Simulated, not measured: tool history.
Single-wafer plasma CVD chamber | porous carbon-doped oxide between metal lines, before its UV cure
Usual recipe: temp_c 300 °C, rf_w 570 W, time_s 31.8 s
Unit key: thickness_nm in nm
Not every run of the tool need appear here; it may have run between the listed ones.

run,hour,temp_c,rf_w,time_s,"read-back reference wafer on the same gauge, thickness_nm",thickness_nm
1,0,300,530,31.8,178.81,169.317
2,28.6,300,570,31.8,179.194,179.045
3,69.4,300,570,36.8,179.057,206.705
4,138.4,300,570,31.8,179.058,179.926
5,169.6,300,570,31.8,179.151,178.498
6,233.2,300,570,31.8,178.759,178.461
7,298.9,300,570,31.8,179.019,176.681
# hour 351.4: showerhead replaced
8,362.6,294,570,31.8,178.877,185.049
9,432.9,294,570,31.8,178.808,184.076
10,503.6,300,570,36.2,178.87,202.882
11,560.2,289,570,31.8,178.954,188.852
12,596.6,289,570,31.8,179.078,188.408
13,644,287,485,34.4,178.867,182.3
14,682.8,300,570,31.8,179.047,175.13
# hour 732.8: thermocouple changed; heater temperature recalibrated
15,744,300,500,34.2,179.054,170.708
# hour 771.5: gauge calibrated
16,778.5,300,570,36.3,179.192,200.761
17,807.5,300,570,36.3,179.044,200.526
18,859.4,293,600,38,178.949,227.404
19,912.7,305,620,29.2,179.003,166.114
# hour 925.7: RF generator calibrated
20,942.2,300,570,36.8,179.08,208.082
21,1008.2,291,625,36,178.91,230.936
22,1073.8,300,570,31.8,179.13,180.956
23,1121.8,313,570,28.9,179.021,152.439
24,1164,304,570,31.8,179.045,175.798

3 options for the next run, each taken on its own from the tool as it stands now. Forecast them:
A,1164.4,308,570,31.8,?,?
B,1164.4,288,570,31.8,?,?
C,1164.4,305,470,31.8,?,?

run,"read-back reference wafer on the same gauge, thickness_nm",thickness_nm
A,179.195,171.22
B,179.195,193.633
C,179.195,149.556
The same runs, with their run-to-run variation unchanged, on a tool lacking any hidden condition would have given:
run,thickness_nm
A,172.267
B,194.817
C,150.649
